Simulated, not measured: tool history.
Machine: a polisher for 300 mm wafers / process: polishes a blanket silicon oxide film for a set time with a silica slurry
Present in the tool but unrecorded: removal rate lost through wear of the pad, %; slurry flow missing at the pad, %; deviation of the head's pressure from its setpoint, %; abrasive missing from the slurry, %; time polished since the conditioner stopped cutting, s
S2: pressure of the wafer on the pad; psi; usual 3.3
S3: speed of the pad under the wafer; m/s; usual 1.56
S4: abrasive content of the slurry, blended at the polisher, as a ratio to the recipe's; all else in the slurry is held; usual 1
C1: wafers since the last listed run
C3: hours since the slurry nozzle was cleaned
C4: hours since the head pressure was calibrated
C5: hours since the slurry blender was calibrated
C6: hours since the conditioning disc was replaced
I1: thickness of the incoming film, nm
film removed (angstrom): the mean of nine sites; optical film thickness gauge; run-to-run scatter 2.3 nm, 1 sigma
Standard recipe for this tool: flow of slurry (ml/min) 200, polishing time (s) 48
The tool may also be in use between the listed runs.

run 1 hour=0 | flow_of_slurry_(ml/min)=200 S2=3.3 S3=1.42 S4=1 polishing_time_(s)=37 | C1=0 wafers_polished_on_this_pad=5661 C3=637.6 C4=366 C5=306.1 C6=225.2 | I1=1070.3 | film_removed_(angstrom)=1049
-- hour=17.9 slurry nozzle cleaned
run 2 hour=103.1 | flow_of_slurry_(ml/min)=200 S2=3.3 S3=1.28 S4=1 polishing_time_(s)=48 | C1=1826 wafers_polished_on_this_pad=7487 C3=85.2 C4=469.1 C5=409.2 C6=328.3 | I1=1058.6 | film_removed_(angstrom)=1217
run 3 hour=187.5 | flow_of_slurry_(ml/min)=260 S2=3.3 S3=1.28 S4=1 polishing_time_(s)=48 | C1=1509 wafers_polished_on_this_pad=8997 C3=169.6 C4=553.5 C5=493.6 C6=412.7 | I1=1067.4 | film_removed_(angstrom)=1245
run 4 hour=294.1 | flow_of_slurry_(ml/min)=200 S2=3.3 S3=1.56 S4=1 polishing_time_(s)=48 | C1=1906 wafers_polished_on_this_pad=10903 C3=276.2 C4=660.1 C5=600.2 C6=519.3 | I1=1056.9 | film_removed_(angstrom)=1311
-- hour=372.7 slurry blender recalibrated
-- hour=383 worn pad replaced by a new one
run 5 hour=386.7 | flow_of_slurry_(ml/min)=200 S2=3.6 S3=1.56 S4=1 polishing_time_(s)=48 | C1=1549 wafers_polished_on_this_pad=66 C3=368.8 C4=752.7 C5=14 C6=611.9 | I1=1078.3 | film_removed_(angstrom)=1480
-- hour=426.7 conditioning disc replaced and pad reconditioned
run 6 hour=454 | flow_of_slurry_(ml/min)=200 S2=2.9 S3=1.56 S4=1 polishing_time_(s)=48 | C1=1168 wafers_polished_on_this_pad=1234 C3=436.1 C4=820 C5=81.3 C6=27.3 | I1=1067.1 | film_removed_(angstrom)=1334
-- hour=528 head pressure recalibrated
run 7 hour=694.3 | flow_of_slurry_(ml/min)=200 S2=3.3 S3=1.56 S4=1.25 polishing_time_(s)=48 | C1=4262 wafers_polished_on_this_pad=5496 C3=676.4 C4=166.3 C5=321.6 C6=267.6 | I1=1053.2 | film_removed_(angstrom)=1541
-- hour=719.2 slurry nozzle cleaned
run 8 hour=740 | flow_of_slurry_(ml/min)=240 S2=4 S3=1.24 S4=1 polishing_time_(s)=48 | C1=799 wafers_polished_on_this_pad=6296 C3=20.8 C4=212 C5=367.3 C6=313.3 | I1=1074 | film_removed_(angstrom)=1510
run 9 hour=809.5 | flow_of_slurry_(ml/min)=200 S2=3.3 S3=1.56 S4=1.25 polishing_time_(s)=48 | C1=1243 wafers_polished_on_this_pad=7539 C3=90.3 C4=281.5 C5=436.8 C6=382.8 | I1=1090.4 | film_removed_(angstrom)=1495
run 10 hour=887.9 | flow_of_slurry_(ml/min)=165 S2=3.3 S3=1.56 S4=1 polishing_time_(s)=48 | C1=1402 wafers_polished_on_this_pad=8941 C3=168.7 C4=359.9 C5=515.2 C6=461.2 | I1=1059.2 | film_removed_(angstrom)=1319
-- hour=973.9 slurry blender recalibrated
run 11 hour=974.4 | flow_of_slurry_(ml/min)=200 S2=3.3 S3=1.56 S4=1 polishing_time_(s)=48 | C1=1511 wafers_polished_on_this_pad=10453 C3=255.2 C4=446.4 C5=0.5 C6=547.7 | I1=1071.7 | film_removed_(angstrom)=1471
-- hour=983.8 worn pad replaced by a new one
-- hour=1046.7 conditioning disc replaced and pad reconditioned
run 12 hour=1066.5 | flow_of_slurry_(ml/min)=225 S2=3.9 S3=1.56 S4=0.85 polishing_time_(s)=48 | C1=1540 wafers_polished_on_this_pad=1443 C3=347.3 C4=538.5 C5=92.6 C6=19.8 | I1=1075.1 | film_removed_(angstrom)=1738
run 13 hour=1149.2 | flow_of_slurry_(ml/min)=200 S2=3.3 S3=1.56 S4=1 polishing_time_(s)=48 | C1=1479 wafers_polished_on_this_pad=2922 C3=430 C4=621.2 C5=175.3 C6=102.5 | I1=1069.2 | film_removed_(angstrom)=1500
run 14 hour=1228.6 | flow_of_slurry_(ml/min)=260 S2=3.3 S3=1.28 S4=1 polishing_time_(s)=48 | C1=1420 wafers_polished_on_this_pad=4343 C3=509.4 C4=700.6 C5=254.7 C6=181.9 | I1=1085.9 | film_removed_(angstrom)=1333
run 15 hour=1311.9 | flow_of_slurry_(ml/min)=200 S2=4.4 S3=1.56 S4=1 polishing_time_(s)=48 | C1=1490 wafers_polished_on_this_pad=5833 C3=592.7 C4=783.9 C5=338 C6=265.2 | I1=1069.9 | film_removed_(angstrom)=1888
-- hour=1357.8 head pressure recalibrated
run 16 hour=1360.2 | flow_of_slurry_(ml/min)=200 S2=3.3 S3=1.56 S4=1 polishing_time_(s)=48 | C1=828 wafers_polished_on_this_pad=6661 C3=641 C4=2.4 C5=386.3 C6=313.5 | I1=1059.6 | film_removed_(angstrom)=1395
-- hour=1383.5 slurry nozzle cleaned
run 17 hour=1457.6 | flow_of_slurry_(ml/min)=200 S2=3.3 S3=1.3 S4=1 polishing_time_(s)=48 | C1=1724 wafers_polished_on_this_pad=8385 C3=74.1 C4=99.8 C5=483.7 C6=410.9 | I1=1073.5 | film_removed_(angstrom)=1219
run 18 hour=1555.1 | flow_of_slurry_(ml/min)=200 S2=3.3 S3=1.56 S4=1 polishing_time_(s)=48 | C1=1744 wafers_polished_on_this_pad=10129 C3=171.6 C4=197.3 C5=581.2 C6=508.4 | I1=1075.2 | film_removed_(angstrom)=1295
-- hour=1614.9 conditioning disc replaced and pad reconditioned
run 19 hour=1647.1 | flow_of_slurry_(ml/min)=200 S2=3.3 S3=1.56 S4=1 polishing_time_(s)=52 | C1=1609 wafers_polished_on_this_pad=11739 C3=263.6 C4=289.3 C5=673.2 C6=32.2 | I1=1062.3 | film_removed_(angstrom)=1519
-- hour=1706.4 slurry blender recalibrated
-- hour=1711.4 worn pad replaced by a new one
run 20 hour=1729.8 | flow_of_slurry_(ml/min)=200 S2=2.8 S3=1.24 S4=0.9 polishing_time_(s)=37 | C1=1371 wafers_polished_on_this_pad=328 C3=346.3 C4=372 C5=23.4 C6=114.9 | I1=1091 | film_removed_(angstrom)=829
run 21 hour=1775.5 | flow_of_slurry_(ml/min)=145 S2=3.8 S3=2.04 S4=0.8 polishing_time_(s)=48 | C1=817 wafers_polished_on_this_pad=1146 C3=392 C4=417.7 C5=69.1 C6=160.6 | I1=1061 | film_removed_(angstrom)=1818
run 22 hour=1842.5 | flow_of_slurry_(ml/min)=200 S2=3.3 S3=1.56 S4=1 polishing_time_(s)=48 | C1=1198 wafers_polished_on_this_pad=2344 C3=459 C4=484.7 C5=136.1 C6=227.6 | I1=1068.1 | film_removed_(angstrom)=1447
run 23 hour=1918.4 | flow_of_slurry_(ml/min)=200 S2=3.3 S3=1.38 S4=1.3 polishing_time_(s)=58 | C1=1357 wafers_polished_on_this_pad=3702 C3=534.9 C4=560.6 C5=212 C6=303.5 | I1=1066.1 | film_removed_(angstrom)=1685
-- hour=1978.8 slurry nozzle cleaned
run 24 hour=1982.4 | flow_of_slurry_(ml/min)=200 S2=3.3 S3=1.88 S4=1 polishing_time_(s)=48 | C1=1126 wafers_polished_on_this_pad=4829 C3=3.6 C4=624.6 C5=276 C6=367.5 | I1=1083 | film_removed_(angstrom)=1601

Consider 5 possible next runs. They are alternatives, not a sequence: every one starts from the tool as it was left by run 24. What does each give?
run A hour=1982.8 | flow_of_slurry_(ml/min)=200 S2=2.2 S3=1.56 S4=1 polishing_time_(s)=48 | C1=7 wafers_polished_on_this_pad=4836 C3=4 C4=625 C5=276.4 C6=367.9 | I1=1078.4 | film_removed_(angstrom)=?
run B hour=1982.8 | flow_of_slurry_(ml/min)=200 S2=4 S3=1.96 S4=1 polishing_time_(s)=32 | C1=7 wafers_polished_on_this_pad=4836 C3=4 C4=625 C5=276.4 C6=367.9 | I1=1078.4 | film_removed_(angstrom)=?
run C hour=1982.8 | flow_of_slurry_(ml/min)=140 S2=3.3 S3=1.8 S4=1 polishing_time_(s)=40 | C1=7 wafers_polished_on_this_pad=4836 C3=4 C4=625 C5=276.4 C6=367.9 | I1=1078.4 | film_removed_(angstrom)=?
run D hour=1982.8 | flow_of_slurry_(ml/min)=255 S2=3.3 S3=1.72 S4=0.9 polishing_time_(s)=64 | C1=7 wafers_polished_on_this_pad=4836 C3=4 C4=625 C5=276.4 C6=367.9 | I1=1078.4 | film_removed_(angstrom)=?
run E hour=1982.8 | flow_of_slurry_(ml/min)=135 S2=3.3 S3=1.56 S4=1 polishing_time_(s)=48 | C1=7 wafers_polished_on_this_pad=4836 C3=4 C4=625 C5=276.4 C6=367.9 | I1=1078.4 | film_removed_(angstrom)=?

run=A film_removed_(angstrom)=940
run=B film_removed_(angstrom)=1286
run=C film_removed_(angstrom)=1190
run=D film_removed_(angstrom)=1983
run=E film_removed_(angstrom)=1293
Without the tool's hidden state the same runs would have given:
run=A film_removed_(angstrom)=1022
run=B film_removed_(angstrom)=1448
run=C film_removed_(angstrom)=1321
run=D film_removed_(angstrom)=2200
run=E film_removed_(angstrom)=1427
